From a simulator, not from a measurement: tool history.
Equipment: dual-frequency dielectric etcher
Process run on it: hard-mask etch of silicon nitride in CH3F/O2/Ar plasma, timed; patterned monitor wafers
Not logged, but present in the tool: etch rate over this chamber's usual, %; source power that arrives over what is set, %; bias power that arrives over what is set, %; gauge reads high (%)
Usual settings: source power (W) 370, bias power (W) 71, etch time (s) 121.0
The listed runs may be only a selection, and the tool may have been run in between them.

run,hour,source power (W),bias power (W),etch time (s),wafers since the last listed run,hours since the last wet clean,hours since the last source power generator calibration,hours since the last bias power generator calibration,hours since the last upper electrode change,hours since the gauge calibration,"read-back reference wafer on the same gauge, depth_nm",mean etch depth across the wafer (Å)
1,0.0,370,71,121.0,0,382.4,1593.1,4489.0,2020.3,700.2,91.9,770
2,32.1,370,71,121.0,232,414.5,1625.2,4521.1,2052.4,732.3,91.9,771
3,45.1,370,71,121.0,94,427.5,1638.2,4534.1,2065.4,745.3,92.0,769
4,70.3,370,71,121.0,182,452.7,1663.4,4559.3,2090.6,770.5,92.0,772
5,96.6,370,71,121.0,190,479.0,1689.7,4585.6,2116.9,796.8,91.9,771
6,113.9,370,71,121.0,125,496.3,1707.0,4602.9,2134.2,814.1,91.9,771
7,131.6,370,71,121.0,128,514.0,1724.7,4620.6,2151.9,831.8,91.9,772
# hour 176.1: upper electrode replaced
8,176.6,410,71,121.0,151,559.0,1769.7,4665.6,0.5,876.8,91.9,803
9,177.3,410,71,121.0,5,559.7,1770.4,4666.3,1.2,877.5,91.9,803
# hour 187.1: gauge calibrated
10,202.2,370,71,84.5,180,584.6,1795.3,4691.2,26.1,15.1,91.8,538
# hour 216.8: source power generator calibrated
11,232.8,320,61,121.0,192,615.2,16.0,4721.8,56.7,45.7,91.9,710
12,257.0,370,71,121.0,175,639.4,40.2,4746.0,80.9,69.9,91.8,772
# hour 287.0: wet clean of the chamber
13,287.5,300,55,121.0,47,0.5,70.7,4776.5,111.4,100.4,92.0,682
14,295.8,330,80,121.0,60,8.8,79.0,4784.8,119.7,108.7,91.9,757
15,327.8,370,58,106.5,231,40.8,111.0,4816.8,151.7,140.7,92.0,656
16,345.2,340,53,107.5,125,58.2,128.4,4834.2,169.1,158.1,91.9,633
17,375.7,430,53,121.0,220,88.7,158.9,4864.7,199.6,188.6,91.9,780
18,403.7,370,71,121.0,202,116.7,186.9,4892.7,227.6,216.6,92.0,774
# hour 422.9: bias power generator calibrated
19,424.6,370,71,121.0,122,137.6,207.8,1.7,248.5,237.5,91.9,772
20,457.0,370,71,121.0,234,170.0,240.2,34.1,280.9,269.9,91.9,773
21,477.8,370,71,121.0,150,190.8,261.0,54.9,301.7,290.7,91.9,771
22,500.6,370,71,121.0,164,213.6,283.8,77.7,324.5,313.5,91.9,773
23,525.1,370,71,121.0,177,238.1,308.3,102.2,349.0,338.0,91.9,770
24,547.7,290,71,121.0,163,260.7,330.9,124.8,371.6,360.6,91.8,704
25,562.5,370,71,121.0,107,275.5,345.7,139.6,386.4,375.4,91.9,775
26,581.7,370,56,99.0,138,294.7,364.9,158.8,405.6,394.6,91.9,610
27,608.7,330,57,150.0,195,321.7,391.9,185.8,432.6,421.6,92.0,881
28,625.0,300,57,121.0,117,338.0,408.2,202.1,448.9,437.9,91.9,691
29,638.3,370,71,96.0,96,351.3,421.5,215.4,462.2,451.2,91.9,613
30,667.4,370,66,121.0,210,380.4,450.6,244.5,491.3,480.3,91.9,764

The tool's hidden state at each run:
etch rate over this chamber's usual, %: 0, the same for each run
source power that arrives over what is set, %: 0, the same for each run
bias power that arrives over what is set, %: 0, the same for each run
gauge reads high (%): 0, the same for each run

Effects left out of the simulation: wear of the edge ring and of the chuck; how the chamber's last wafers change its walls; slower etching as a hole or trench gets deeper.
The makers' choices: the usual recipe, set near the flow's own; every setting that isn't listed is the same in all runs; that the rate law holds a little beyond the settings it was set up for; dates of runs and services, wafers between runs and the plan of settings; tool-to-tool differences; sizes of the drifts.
